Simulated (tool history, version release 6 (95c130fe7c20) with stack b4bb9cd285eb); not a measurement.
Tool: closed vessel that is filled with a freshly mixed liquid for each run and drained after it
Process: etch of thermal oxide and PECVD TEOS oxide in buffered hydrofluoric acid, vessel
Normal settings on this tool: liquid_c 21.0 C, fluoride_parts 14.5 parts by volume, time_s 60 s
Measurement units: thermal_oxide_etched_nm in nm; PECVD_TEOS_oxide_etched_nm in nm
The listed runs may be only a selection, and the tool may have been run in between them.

run   hour  liquid_c  fluoride_parts  time_s  wafers since the last listed run  hours since the thermometer was replaced  hours since the hydrofluoric acid flow meter was replaced  hours since the gauge calibration  read-back film thickness of the thermal oxide reference wafer, read on the same gauge (nm)  read-back film thickness of the PECVD TEOS oxide reference wafer, read on the same gauge (nm)  thermal_oxide_etched_nm  PECVD_TEOS_oxide_etched_nm
  1    0.0      21.0            14.5      50                                 0                                     621.7                                                     2116.9                              106.2                                                                                      120.03                                                                                         149.97                    35.31                       54.10
  2   30.3      21.0            14.5      50                              2321                                     652.0                                                     2147.2                              136.5                                                                                      119.98                                                                                         149.98                    35.34                       54.08
  3   41.8      21.0            14.5      50                               881                                     663.5                                                     2158.7                              148.0                                                                                      120.01                                                                                         149.99                    35.41                       55.08
  4   51.9      21.0            10.5      60                               773                                     673.6                                                     2168.8                              158.1                                                                                      119.98                                                                                         149.99                    58.21                       88.64
  5   66.7      21.0            10.5      60                              1134                                     688.4                                                     2183.6                              172.9                                                                                      120.00                                                                                         149.98                    57.81                       90.35
  6   81.4      21.0            10.5      60                              1126                                     703.1                                                     2198.3                              187.6                                                                                      120.03                                                                                         150.03                    58.72                       89.66
  7   90.6      21.0            14.5      70                               705                                     712.3                                                     2207.5                              196.8                                                                                      119.98                                                                                         150.00                    50.06                       75.17
  8  107.1      21.0            14.5      70                              1264                                     728.8                                                     2224.0                              213.3                                                                                      119.98                                                                                         150.00                    49.61                       75.08
  9  120.0      18.5            14.5      40                               988                                     741.7                                                     2236.9                              226.2                                                                                      119.96                                                                                         150.00                    24.81                       37.48
 10  135.8      21.0            14.5      60                              1210                                     757.5                                                     2252.7                              242.0                                                                                      119.99                                                                                         149.99                    42.51                       65.82
     152.0  -- thermometer replaced
     154.0  -- gauge calibrated
 11  180.6      21.0            14.5      60                              3356                                      28.6                                                     2297.5                               26.6                                                                                      120.03                                                                                         150.01                    39.21                       60.05
 12  190.7      24.5            10.5      75                               773                                      38.7                                                     2307.6                               36.7                                                                                      120.00                                                                                         150.00                    82.66                      124.98
 13  201.6      24.5            14.5      50                               835                                      49.6                                                     2318.5                               47.6                                                                                      120.00                                                                                         149.98                    40.12                       60.85
 14  218.0      25.5            14.5      90                              1256                                      66.0                                                     2334.9                               64.0                                                                                      120.01                                                                                         150.01                    76.52                      116.02
     219.2  -- hydrofluoric acid flow meter replaced
 15  271.9      18.0             9.5      40                              4053                                     119.9                                                       52.7                              117.9                                                                                      119.96                                                                                         150.02                    33.38                       51.10
 16  279.0      21.0            14.5      60                               544                                     127.0                                                       59.8                              125.0                                                                                      119.99                                                                                         149.98                    39.75                       61.45
 17  292.7      21.0            12.0      90                              1049                                     140.7                                                       73.5                              138.7                                                                                      119.99                                                                                         150.02                    72.36                      108.88
 18  299.5      19.5            16.0      70                               521                                     147.5                                                       80.3                              145.5                                                                                      119.97                                                                                         150.02                    39.09                       60.06
 19  313.1      19.5            19.5      35                              1042                                     161.1                                                       93.9                              159.1                                                                                      119.98                                                                                         150.03                    16.25                       25.06
 20  354.3      21.0            14.5      60                              3157                                     202.3                                                      135.1                              200.3                                                                                      120.00                                                                                         149.99                    40.57                       62.36
 21  370.2      17.0            17.5      50                              1218                                     218.2                                                      151.0                              216.2                                                                                      120.01                                                                                         150.03                    22.48                       34.24
 22  378.2      21.0            14.5      60                               613                                     226.2                                                      159.0                              224.2                                                                                      119.97                                                                                         150.00                    40.31                       62.16

5 options for the next run, each taken on its own from the tool as it stands now. Forecast them:
  A  378.9      21.0            14.5      60                                53                                     226.9                                                      159.7                              224.9                                                                                           ?                                                                                              ?                        ?                           ?
  B  378.9      21.0            10.5      35                                53                                     226.9                                                      159.7                              224.9                                                                                           ?                                                                                              ?                        ?                           ?
  C  378.9      21.0            14.5      30                                53                                     226.9                                                      159.7                              224.9                                                                                           ?                                                                                              ?                        ?                           ?
  D  378.9      21.0            11.0      40                                53                                     226.9                                                      159.7                              224.9                                                                                           ?                                                                                              ?                        ?                           ?
  E  378.9      21.0            12.0      60                                53                                     226.9                                                      159.7                              224.9                                                                                           ?                                                                                              ?                        ?                           ?

run  read-back film thickness of the thermal oxide reference wafer, read on the same gauge (nm)  read-back film thickness of the PECVD TEOS oxide reference wafer, read on the same gauge (nm)  thermal_oxide_etched_nm  PECVD_TEOS_oxide_etched_nm
  A                                                                                      119.98                                                                                         150.00                    40.42                       61.07
  B                                                                                      119.98                                                                                         150.00                    32.34                       48.85
  C                                                                                      119.98                                                                                         150.00                    20.21                       30.53
  D                                                                                      119.98                                                                                         150.00                    35.32                       53.36
  E                                                                                      119.98                                                                                         150.00                    48.66                       73.52
With no hidden state in the tool, these same runs would have given:
run  thermal_oxide_etched_nm  PECVD_TEOS_oxide_etched_nm
  A                    38.77                       58.58
  B                    31.02                       46.86
  C                    19.39                       29.29
  D                    33.88                       51.18
  E                    46.68                       70.52

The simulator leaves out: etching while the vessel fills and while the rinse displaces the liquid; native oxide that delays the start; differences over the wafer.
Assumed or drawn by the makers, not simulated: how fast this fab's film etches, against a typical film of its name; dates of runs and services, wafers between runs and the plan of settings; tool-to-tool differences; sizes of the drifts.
